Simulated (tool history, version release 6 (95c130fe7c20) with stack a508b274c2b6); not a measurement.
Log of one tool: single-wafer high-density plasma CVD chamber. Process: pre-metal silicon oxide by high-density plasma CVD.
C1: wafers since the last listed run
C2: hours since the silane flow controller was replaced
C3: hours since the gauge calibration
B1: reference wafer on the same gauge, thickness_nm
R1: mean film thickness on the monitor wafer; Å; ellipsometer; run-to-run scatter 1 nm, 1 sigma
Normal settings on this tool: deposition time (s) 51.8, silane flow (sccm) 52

run 1 hour=0 | deposition_time_(s)=51.8 silane_flow_(sccm)=52 | C1=0 C2=4811.5 C3=634.2 | B1=243.721 | R1=2844.16
run 2 hour=48.8 | deposition_time_(s)=51.8 silane_flow_(sccm)=52 | C1=649 C2=4860.3 C3=683 | B1=244.157 | R1=2880.53
run 3 hour=82 | deposition_time_(s)=51.8 silane_flow_(sccm)=52 | C1=441 C2=4893.5 C3=716.2 | B1=244.45 | R1=2865.97
run 4 hour=143.7 | deposition_time_(s)=55.7 silane_flow_(sccm)=52 | C1=821 C2=4955.2 C3=777.9 | B1=244.097 | R1=3076.73
run 5 hour=210.6 | deposition_time_(s)=51.8 silane_flow_(sccm)=52 | C1=890 C2=5022.1 C3=844.8 | B1=244.402 | R1=2861.55
run 6 hour=253.5 | deposition_time_(s)=59.4 silane_flow_(sccm)=45 | C1=571 C2=5065 C3=887.7 | B1=244.277 | R1=2844.01
run 7 hour=289.5 | deposition_time_(s)=51.8 silane_flow_(sccm)=52 | C1=479 C2=5101 C3=923.7 | B1=243.968 | R1=2869.44
run 8 hour=504 | deposition_time_(s)=51.8 silane_flow_(sccm)=52 | C1=2855 C2=5315.5 C3=1138.2 | B1=244.131 | R1=2848.76
run 9 hour=546.2 | deposition_time_(s)=51.8 silane_flow_(sccm)=52 | C1=561 C2=5357.7 C3=1180.4 | B1=243.91 | R1=2851.01
-- hour=586.2 silane flow controller replaced
run 10 hour=605 | deposition_time_(s)=51.8 silane_flow_(sccm)=44 | C1=676 C2=18.8 C3=1239.2 | B1=243.79 | R1=2264.44
-- hour=650.1 gauge calibrated
run 11 hour=807.4 | deposition_time_(s)=51.8 silane_flow_(sccm)=44 | C1=2694 C2=221.2 C3=157.3 | B1=243.945 | R1=2296.56
run 12 hour=871.1 | deposition_time_(s)=51.8 silane_flow_(sccm)=52 | C1=847 C2=284.9 C3=221 | B1=244.087 | R1=2702.55
run 13 hour=921.1 | deposition_time_(s)=48.6 silane_flow_(sccm)=42 | C1=665 C2=334.9 C3=271 | B1=243.958 | R1=2061.01
run 14 hour=962.9 | deposition_time_(s)=41.5 silane_flow_(sccm)=44 | C1=556 C2=376.7 C3=312.8 | B1=244.161 | R1=1839.88
run 15 hour=1057.5 | deposition_time_(s)=47 silane_flow_(sccm)=61 | C1=1259 C2=471.3 C3=407.4 | B1=244.17 | R1=2909.21
run 16 hour=1112.2 | deposition_time_(s)=41.5 silane_flow_(sccm)=44 | C1=728 C2=526 C3=462.1 | B1=243.754 | R1=1846.3
run 17 hour=1181.1 | deposition_time_(s)=61.5 silane_flow_(sccm)=47 | C1=917 C2=594.9 C3=531 | B1=243.87 | R1=2947.52
run 18 hour=1233.9 | deposition_time_(s)=51.8 silane_flow_(sccm)=44 | C1=702 C2=647.7 C3=583.8 | B1=243.877 | R1=2322.44
run 19 hour=1305.1 | deposition_time_(s)=57.5 silane_flow_(sccm)=52 | C1=947 C2=718.9 C3=655 | B1=243.988 | R1=3056.7
run 20 hour=1376 | deposition_time_(s)=57.4 silane_flow_(sccm)=60 | C1=943 C2=789.8 C3=725.9 | B1=243.858 | R1=3525.2
run 21 hour=1442.7 | deposition_time_(s)=43.5 silane_flow_(sccm)=52 | C1=887 C2=856.5 C3=792.6 | B1=243.87 | R1=2323.58
run 22 hour=1487.6 | deposition_time_(s)=51.8 silane_flow_(sccm)=52 | C1=597 C2=901.4 C3=837.5 | B1=243.69 | R1=2768.83
run 23 hour=1549.5 | deposition_time_(s)=51.8 silane_flow_(sccm)=52 | C1=824 C2=963.3 C3=899.4 | B1=243.708 | R1=2776.53

A few steps of R1 between consecutive runs. Split each: what settings, incoming material and random variation would produce without the hidden state, and what is left over for the hidden state, along with gauge scatter present in only one of the two compared results (measured, and without hidden state):
Unlogged tool condition in this case: delivered silane flow above the setpoint (%); gauge reads high (%).
Run 9 -> 10: silane flow (sccm) 52 -> 44, silane flow controller replaced. R1 -586.57 Å: hidden state -171.73, all else -414.84.
Run 16 -> 17: deposition time (s) 41.5 -> 61.5, silane flow (sccm) 44 -> 47. R1 +1101.22 Å: hidden state +23.32, all else +1077.9.
Run 20 -> 21: deposition time (s) 57.4 -> 43.5, silane flow (sccm) 60 -> 52. R1 -1201.62 Å: hidden state -23.99, all else -1177.63.
